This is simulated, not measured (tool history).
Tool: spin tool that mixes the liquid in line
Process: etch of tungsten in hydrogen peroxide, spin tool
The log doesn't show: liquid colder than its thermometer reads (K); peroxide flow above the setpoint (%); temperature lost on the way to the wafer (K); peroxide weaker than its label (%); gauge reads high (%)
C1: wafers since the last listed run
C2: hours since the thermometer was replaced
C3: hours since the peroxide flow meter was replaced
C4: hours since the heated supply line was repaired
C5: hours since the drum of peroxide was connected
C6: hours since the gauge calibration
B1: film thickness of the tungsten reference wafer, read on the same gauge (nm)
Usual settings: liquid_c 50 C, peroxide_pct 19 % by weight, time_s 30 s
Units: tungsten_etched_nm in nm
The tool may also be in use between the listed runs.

{"run": 1, "hour": 0.0, "liquid_c": 50, "peroxide_pct": 19, "time_s": 30, "C1": 0, "C2": 286.6, "C3": 252.2, "C4": 3513.4, "C5": 855.9, "C6": 319, "B1": 60, "tungsten_etched_nm": 28.35}
{"run": 2, "hour": 34.9, "liquid_c": 43.5, "peroxide_pct": 19, "time_s": 30, "C1": 377, "C2": 321.5, "C3": 287.1, "C4": 3548.3, "C5": 890.8, "C6": 353.9, "B1": 60.02, "tungsten_etched_nm": 18.85}
{"run": 3, "hour": 57.5, "liquid_c": 43.5, "peroxide_pct": 19, "time_s": 30, "C1": 244, "C2": 344.1, "C3": 309.7, "C4": 3570.9, "C5": 913.4, "C6": 376.5, "B1": 60.01, "tungsten_etched_nm": 18.98}
{"run": 4, "hour": 76.7, "liquid_c": 50, "peroxide_pct": 19, "time_s": 30, "C1": 207, "C2": 363.3, "C3": 328.9, "C4": 3590.1, "C5": 932.6, "C6": 395.7, "B1": 60, "tungsten_etched_nm": 28.35}
{"run": 5, "hour": 93.5, "liquid_c": 56, "peroxide_pct": 15, "time_s": 30, "C1": 181, "C2": 380.1, "C3": 345.7, "C4": 3606.9, "C5": 949.4, "C6": 412.5, "B1": 60.02, "tungsten_etched_nm": 35.85}
{"run": 6, "hour": 182.0, "liquid_c": 56, "peroxide_pct": 15, "time_s": 30, "C1": 956, "C2": 468.6, "C3": 434.2, "C4": 3695.4, "C5": 1037.9, "C6": 501, "B1": 60.04, "tungsten_etched_nm": 36.04}
{"hour": 189.0, "done": "gauge calibrated"}
{"hour": 191.5, "done": "new drum of peroxide connected"}
{"hour": 207.2, "done": "thermometer replaced"}
{"run": 7, "hour": 215.2, "liquid_c": 56, "peroxide_pct": 15, "time_s": 30, "C1": 337, "C2": 8, "C3": 467.4, "C4": 3728.6, "C5": 23.7, "C6": 26.2, "B1": 59.98, "tungsten_etched_nm": 36.38}
{"run": 8, "hour": 229.1, "liquid_c": 50, "peroxide_pct": 19, "time_s": 30, "C1": 150, "C2": 21.9, "C3": 481.3, "C4": 3742.5, "C5": 37.6, "C6": 40.1, "B1": 60.01, "tungsten_etched_nm": 28.62}
{"run": 9, "hour": 260.9, "liquid_c": 50, "peroxide_pct": 19, "time_s": 30, "C1": 343, "C2": 53.7, "C3": 513.1, "C4": 3774.3, "C5": 69.4, "C6": 71.9, "B1": 60.01, "tungsten_etched_nm": 28.57}
{"run": 10, "hour": 275.2, "liquid_c": 50, "peroxide_pct": 19, "time_s": 30, "C1": 154, "C2": 68, "C3": 527.4, "C4": 3788.6, "C5": 83.7, "C6": 86.2, "B1": 59.97, "tungsten_etched_nm": 28.59}
{"hour": 278.7, "done": "peroxide flow meter replaced"}
{"run": 11, "hour": 306.6, "liquid_c": 50, "peroxide_pct": 19, "time_s": 30, "C1": 328, "C2": 99.4, "C3": 27.9, "C4": 3820, "C5": 115.1, "C6": 117.6, "B1": 60, "tungsten_etched_nm": 28.5}
{"run": 12, "hour": 331.3, "liquid_c": 50, "peroxide_pct": 19, "time_s": 30, "C1": 266, "C2": 124.1, "C3": 52.6, "C4": 3844.7, "C5": 139.8, "C6": 142.3, "B1": 59.95, "tungsten_etched_nm": 28.28}
{"run": 13, "hour": 345.0, "liquid_c": 50, "peroxide_pct": 19, "time_s": 30, "C1": 148, "C2": 137.8, "C3": 66.3, "C4": 3858.4, "C5": 153.5, "C6": 156, "B1": 59.99, "tungsten_etched_nm": 28.35}
{"run": 14, "hour": 374.5, "liquid_c": 50, "peroxide_pct": 22, "time_s": 30, "C1": 318, "C2": 167.3, "C3": 95.8, "C4": 3887.9, "C5": 183, "C6": 185.5, "B1": 60, "tungsten_etched_nm": 30.39}
{"run": 15, "hour": 407.0, "liquid_c": 50, "peroxide_pct": 24, "time_s": 30, "C1": 351, "C2": 199.8, "C3": 128.3, "C4": 3920.4, "C5": 215.5, "C6": 218, "B1": 59.97, "tungsten_etched_nm": 32.19}
{"run": 16, "hour": 428.5, "liquid_c": 50, "peroxide_pct": 19, "time_s": 30, "C1": 232, "C2": 221.3, "C3": 149.8, "C4": 3941.9, "C5": 237, "C6": 239.5, "B1": 59.98, "tungsten_etched_nm": 28.48}
{"run": 17, "hour": 441.0, "liquid_c": 50, "peroxide_pct": 14, "time_s": 30, "C1": 135, "C2": 233.8, "C3": 162.3, "C4": 3954.4, "C5": 249.5, "C6": 252, "B1": 59.98, "tungsten_etched_nm": 24.27}
{"hour": 447.1, "done": "heated supply line repaired"}
{"run": 18, "hour": 462.3, "liquid_c": 42.5, "peroxide_pct": 17, "time_s": 40, "C1": 219, "C2": 255.1, "C3": 183.6, "C4": 15.2, "C5": 270.8, "C6": 273.3, "B1": 60.02, "tungsten_etched_nm": 22.35}
{"run": 19, "hour": 486.9, "liquid_c": 50, "peroxide_pct": 19, "time_s": 30, "C1": 265, "C2": 279.7, "C3": 208.2, "C4": 39.8, "C5": 295.4, "C6": 297.9, "B1": 60.04, "tungsten_etched_nm": 28.24}
{"run": 20, "hour": 499.0, "liquid_c": 50, "peroxide_pct": 19, "time_s": 40, "C1": 130, "C2": 291.8, "C3": 220.3, "C4": 51.9, "C5": 307.5, "C6": 310, "B1": 60.02, "tungsten_etched_nm": 37.67}
{"run": 21, "hour": 512.3, "liquid_c": 42.5, "peroxide_pct": 19, "time_s": 25, "C1": 143, "C2": 305.1, "C3": 233.6, "C4": 65.2, "C5": 320.8, "C6": 323.3, "B1": 60, "tungsten_etched_nm": 14.77}
{"run": 22, "hour": 542.4, "liquid_c": 57.5, "peroxide_pct": 19, "time_s": 25, "C1": 325, "C2": 335.2, "C3": 263.7, "C4": 95.3, "C5": 350.9, "C6": 353.4, "B1": 60, "tungsten_etched_nm": 36.96}
{"run": 23, "hour": 557.2, "liquid_c": 50, "peroxide_pct": 19, "time_s": 45, "C1": 159, "C2": 350, "C3": 278.5, "C4": 110.1, "C5": 365.7, "C6": 368.2, "B1": 59.99, "tungsten_etched_nm": 42.14}
{"run": 24, "hour": 576.3, "liquid_c": 44.5, "peroxide_pct": 16, "time_s": 15, "C1": 206, "C2": 369.1, "C3": 297.6, "C4": 129.2, "C5": 384.8, "C6": 387.3, "B1": 60.01, "tungsten_etched_nm": 9.22}

Forecast each of these 3 alternatives for the next run:
{"run": "A", "hour": 576.7, "liquid_c": 50, "peroxide_pct": 19, "time_s": 30, "C1": 4, "C2": 369.5, "C3": 298, "C4": 129.6, "C5": 385.2, "C6": 387.7, "B1": "?", "tungsten_etched_nm": "?"}
{"run": "B", "hour": 576.7, "liquid_c": 54.5, "peroxide_pct": 16, "time_s": 15, "C1": 4, "C2": 369.5, "C3": 298, "C4": 129.6, "C5": 385.2, "C6": 387.7, "B1": "?", "tungsten_etched_nm": "?"}
{"run": "C", "hour": 576.7, "liquid_c": 40.5, "peroxide_pct": 21.5, "time_s": 30, "C1": 4, "C2": 369.5, "C3": 298, "C4": 129.6, "C5": 385.2, "C6": 387.7, "B1": "?", "tungsten_etched_nm": "?"}

run=A B1=60.03 tungsten_etched_nm=28.33
run=B B1=60.03 tungsten_etched_nm=17.06
run=C B1=60.03 tungsten_etched_nm=16.56
Without the tool's hidden state the same runs would have given:
run=A tungsten_etched_nm=28.67
run=B tungsten_etched_nm=17.25
run=C tungsten_etched_nm=16.76
